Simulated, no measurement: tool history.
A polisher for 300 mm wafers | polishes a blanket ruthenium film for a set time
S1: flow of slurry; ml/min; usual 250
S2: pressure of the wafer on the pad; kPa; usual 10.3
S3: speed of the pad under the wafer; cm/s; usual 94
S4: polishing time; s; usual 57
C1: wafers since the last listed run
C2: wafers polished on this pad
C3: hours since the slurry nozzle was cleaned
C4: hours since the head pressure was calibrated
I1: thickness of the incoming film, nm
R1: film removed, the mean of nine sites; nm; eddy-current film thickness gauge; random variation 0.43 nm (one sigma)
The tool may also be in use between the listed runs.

{"run": 1, "hour": 0.0, "S1": 250, "S2": 10.3, "S3": 102, "S4": 57, "C1": 0, "C2": 1316, "C3": 601.7, "C4": 801.8, "I1": 264.2, "R1": 50.1}
{"run": 2, "hour": 25.6, "S1": 250, "S2": 10.3, "S3": 94, "S4": 57, "C1": 333, "C2": 1650, "C3": 627.3, "C4": 827.4, "I1": 261.9, "R1": 46.3}
{"hour": 42.1, "done": "worn pad replaced by a new one"}
{"run": 3, "hour": 68.8, "S1": 250, "S2": 10.3, "S3": 94, "S4": 57, "C1": 510, "C2": 347, "C3": 670.5, "C4": 870.6, "I1": 256.8, "R1": 48.9}
{"run": 4, "hour": 127.6, "S1": 250, "S2": 10.3, "S3": 94, "S4": 57, "C1": 765, "C2": 1113, "C3": 729.3, "C4": 929.4, "I1": 260.4, "R1": 48.3}
{"hour": 176.6, "done": "worn pad replaced by a new one"}
{"run": 5, "hour": 193.2, "S1": 250, "S2": 11.7, "S3": 94, "S4": 57, "C1": 802, "C2": 216, "C3": 794.9, "C4": 995.0, "I1": 259.6, "R1": 53.2}
{"run": 6, "hour": 233.6, "S1": 250, "S2": 11.7, "S3": 94, "S4": 57, "C1": 526, "C2": 742, "C3": 835.3, "C4": 1035.4, "I1": 262.0, "R1": 53.1}
{"hour": 251.0, "done": "slurry nozzle cleaned"}
{"run": 7, "hour": 288.3, "S1": 250, "S2": 11.7, "S3": 94, "S4": 57, "C1": 699, "C2": 1442, "C3": 37.3, "C4": 1090.1, "I1": 263.2, "R1": 52.6}
{"hour": 296.9, "done": "worn pad replaced by a new one"}
{"run": 8, "hour": 343.4, "S1": 280, "S2": 12.4, "S3": 102, "S4": 52, "C1": 665, "C2": 605, "C3": 92.4, "C4": 1145.2, "I1": 261.9, "R1": 55.7}
{"run": 9, "hour": 387.5, "S1": 250, "S2": 10.3, "S3": 94, "S4": 57, "C1": 574, "C2": 1179, "C3": 136.5, "C4": 1189.3, "I1": 259.9, "R1": 48.6}
{"hour": 420.0, "done": "worn pad replaced by a new one"}
{"run": 10, "hour": 434.5, "S1": 250, "S2": 10.3, "S3": 94, "S4": 57, "C1": 560, "C2": 189, "C3": 183.5, "C4": 1236.3, "I1": 262.6, "R1": 49.7}
{"run": 11, "hour": 462.6, "S1": 250, "S2": 10.3, "S3": 106, "S4": 57, "C1": 365, "C2": 555, "C3": 211.6, "C4": 1264.4, "I1": 263.4, "R1": 53.7}
{"hour": 488.9, "done": "head pressure recalibrated"}
{"run": 12, "hour": 531.8, "S1": 215, "S2": 10.3, "S3": 94, "S4": 40, "C1": 875, "C2": 1430, "C3": 280.8, "C4": 42.9, "I1": 260.9, "R1": 30.0}
{"hour": 553.6, "done": "worn pad replaced by a new one"}
{"run": 13, "hour": 590.1, "S1": 225, "S2": 10.3, "S3": 94, "S4": 57, "C1": 707, "C2": 475, "C3": 339.1, "C4": 101.2, "I1": 259.1, "R1": 45.5}
{"run": 14, "hour": 652.8, "S1": 215, "S2": 10.3, "S3": 94, "S4": 57, "C1": 816, "C2": 1291, "C3": 401.8, "C4": 163.9, "I1": 263.2, "R1": 44.4}

Measured less the same run without the tool's hidden state. The same run-to-run variation is in both; the gauge's scatter may not be:
The hidden state here: removal rate lost through wear of the pad, %; slurry flow missing at the pad, %; deviation of the head's pressure from its setpoint, %.
run=1 R1=+2.5
run=2 R1=+1.7
run=3 R1=+3.7
run=4 R1=+3.0
run=5 R1=+4.1
run=6 R1=+3.8
run=7 R1=+2.7
run=8 R1=+4.3
run=9 R1=+3.2
run=10 R1=+4.2
run=11 R1=+4.4
run=12 R1=-0.6
run=13 R1=+0.6
run=14 R1=+0.1

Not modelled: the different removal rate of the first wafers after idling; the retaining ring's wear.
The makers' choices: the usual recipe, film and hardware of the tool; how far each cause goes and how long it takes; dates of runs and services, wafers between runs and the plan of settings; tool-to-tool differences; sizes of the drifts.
